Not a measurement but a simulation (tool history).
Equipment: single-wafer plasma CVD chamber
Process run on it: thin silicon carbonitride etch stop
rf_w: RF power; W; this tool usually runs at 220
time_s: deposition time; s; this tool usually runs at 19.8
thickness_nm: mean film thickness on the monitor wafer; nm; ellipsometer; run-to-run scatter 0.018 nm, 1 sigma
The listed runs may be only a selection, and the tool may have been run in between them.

run	day	rf_w	time_s	wafers since the last listed run	hours since the last thermocouple change	hours since the last RF generator calibration	hours since the showerhead was replaced	hours since the gauge calibration	read-back reference wafer on the same gauge, thickness_nm	thickness_nm
1	0	220	19.8	0	3027.7	2211.8	6205.2	316.3	11.794	11.833
2	0.571	220	19.8	349	3041.4	2225.5	6218.9	330	11.802	11.818
3	1.008	220	19.8	268	3051.9	2236	6229.4	340.5	11.794	11.846
4	1.729	200	21.1	441	3069.2	2253.3	6246.7	357.8	11.802	12.294
5	2	200	21.1	166	3075.7	2259.8	6253.2	364.3	11.803	12.306
# day 2.621: showerhead replaced
6	2.642	200	21.1	189	3091.1	2275.2	0.5	379.7	11.803	12.29
7	2.942	220	22.3	183	3098.3	2282.4	7.7	386.9	11.794	13.32
8	3.308	220	22.3	224	3107.1	2291.2	16.5	395.7	11.798	13.334
9	3.808	220	22.3	306	3119.1	2303.2	28.5	407.7	11.805	13.348
10	4.275	220	20.9	286	3130.3	2314.4	39.7	418.9	11.798	12.474
11	4.904	220	19.8	385	3145.4	2329.5	54.8	434	11.804	11.819
12	5.3	220	19.8	242	3154.9	2339	64.3	443.5	11.801	11.826
13	5.717	220	19.8	255	3164.9	2349	74.3	453.5	11.791	11.806
14	5.979	220	19.8	160	3171.2	2355.3	80.6	459.8	11.799	11.811
15	6.588	245	17.2	372	3185.8	2369.9	95.2	474.4	11.803	10.56
# day 6.925: gauge calibrated
16	6.992	200	23.1	247	3195.5	2379.6	104.9	1.6	11.803	13.436
17	7.4	245	21.5	250	3205.3	2389.4	114.7	11.4	11.805	13.161
18	7.929	245	17.9	324	3218	2402.1	127.4	24.1	11.8	11
19	8.629	245	23.7	429	3234.8	2418.9	144.2	40.9	11.802	14.514
20	9.188	255	16.8	342	3248.2	2432.3	157.6	54.3	11.798	10.433
21	9.45	180	17.9	160	3254.5	2438.6	163.9	60.6	11.798	10.088
# day 9.821: RF generator calibrated
22	9.996	220	19.8	130	3267.6	4.2	177	73.7	11.792	12.135
23	10.696	205	22.5	429	3284.4	21	193.8	90.5	11.801	13.553
24	11.058	195	16.6	222	3293.1	29.7	202.5	99.2	11.793	9.876
25	11.508	255	18.7	275	3303.9	40.5	213.3	110	11.803	11.936
# day 11.875: thermocouple changed; heater temperature recalibrated
26	12.054	185	16.7	130	4.3	53.6	226.4	123.1	11.801	9.753
27	12.596	190	18	332	17.3	66.6	239.4	136.1	11.805	10.621
28	12.875	220	19.8	171	24	73.3	246.1	142.8	11.803	12.128
29	13.317	250	22.1	270	34.6	83.9	256.7	153.4	11.799	14.004
30	13.917	220	19.8	367	49	98.3	271.1	167.8	11.804	12.128
31	14.408	220	21	301	60.8	110.1	282.9	179.6	11.798	12.872
32	14.983	260	23.1	352	74.6	123.9	296.7	193.4	11.8	14.836
33	15.425	265	17.8	270	85.2	134.5	307.3	204	11.804	11.485
34	15.896	235	19.8	288	96.5	145.8	318.6	215.3	11.796	12.386
35	16.338	220	19.8	270	107.1	156.4	329.2	225.9	11.798	12.152

Alternative continuations, all from the tool just after run 35; predict every row:
A	16.354	220	18.3	10	107.5	156.8	329.6	226.3	?	?
B	16.354	240	17.6	10	107.5	156.8	329.6	226.3	?	?
C	16.354	200	18.1	10	107.5	156.8	329.6	226.3	?	?
D	16.354	245	21.1	10	107.5	156.8	329.6	226.3	?	?

run	read-back reference wafer on the same gauge, thickness_nm	thickness_nm
A	11.801	11.215
B	11.801	11.045
C	11.801	10.811
D	11.801	13.316
Take away the tool's hidden state, keep each run's random variation, and the runs would have read:
run	thickness_nm
A	11.224
B	11.053
C	10.819
D	13.326
